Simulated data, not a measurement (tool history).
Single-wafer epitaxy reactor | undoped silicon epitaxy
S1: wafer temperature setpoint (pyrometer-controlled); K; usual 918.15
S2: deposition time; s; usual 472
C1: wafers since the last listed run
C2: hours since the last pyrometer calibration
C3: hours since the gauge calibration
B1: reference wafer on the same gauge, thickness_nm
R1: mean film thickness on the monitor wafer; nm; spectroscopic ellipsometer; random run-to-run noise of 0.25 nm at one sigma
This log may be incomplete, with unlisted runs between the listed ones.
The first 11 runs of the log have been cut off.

run,hour,S1,S2,C1,C2,C3,B1,R1
12,230.8,918.15,472,152,1295.8,766.7,63.406,63.571
13,259.2,918.15,472,152,1324.2,795.1,63.433,62.680
14,278.3,918.15,449,102,1343.3,814.2,63.355,59.507
15,310.1,924.15,472,171,1375.1,846.0,63.427,70.513
# hour 311.0: gauge calibrated
16,341.2,924.15,472,167,1406.2,30.2,63.378,70.505
17,362.8,925.15,566,116,1427.8,51.8,63.399,85.836
18,394.6,918.15,508,171,1459.6,83.6,63.387,66.880
19,419.3,929.15,378,132,1484.3,108.3,63.398,61.389
20,444.1,913.15,393,133,1509.1,133.1,63.388,46.810
21,467.2,927.15,553,124,1532.2,156.2,63.378,86.166
22,499.2,927.15,515,172,1564.2,188.2,63.427,79.911
# hour 514.7: pyrometer calibrated
23,523.5,918.15,472,87,8.8,212.5,63.413,66.811
24,554.0,906.15,440,164,39.3,243.0,63.417,49.093
25,583.3,918.15,395,157,68.6,272.3,63.464,55.609
26,603.4,926.15,472,108,88.7,292.4,63.456,77.520
27,621.8,922.15,527,99,107.1,310.8,63.338,80.386
28,656.4,911.15,526,186,141.7,345.4,63.387,64.774
29,681.6,918.15,472,135,166.9,370.6,63.380,66.440
30,716.0,910.15,448,185,201.3,405.0,63.396,54.185
31,740.1,918.15,472,129,225.4,429.1,63.387,66.290
32,753.0,926.15,514,69,238.3,442.0,63.418,84.043
33,780.7,918.15,472,149,266.0,469.7,63.424,66.652

Forecast each of these 3 alternatives for the next run:
A,781.2,931.15,472,2,266.5,470.2,?,?
B,781.2,911.15,514,2,266.5,470.2,?,?
C,781.2,932.15,431,2,266.5,470.2,?,?

run,B1,R1
A,63.338,85.894
B,63.338,63.615
C,63.338,79.929
Had the tool no hidden state, the same runs would have come out as:
run,R1
A,85.977
B,63.679
C,80.006
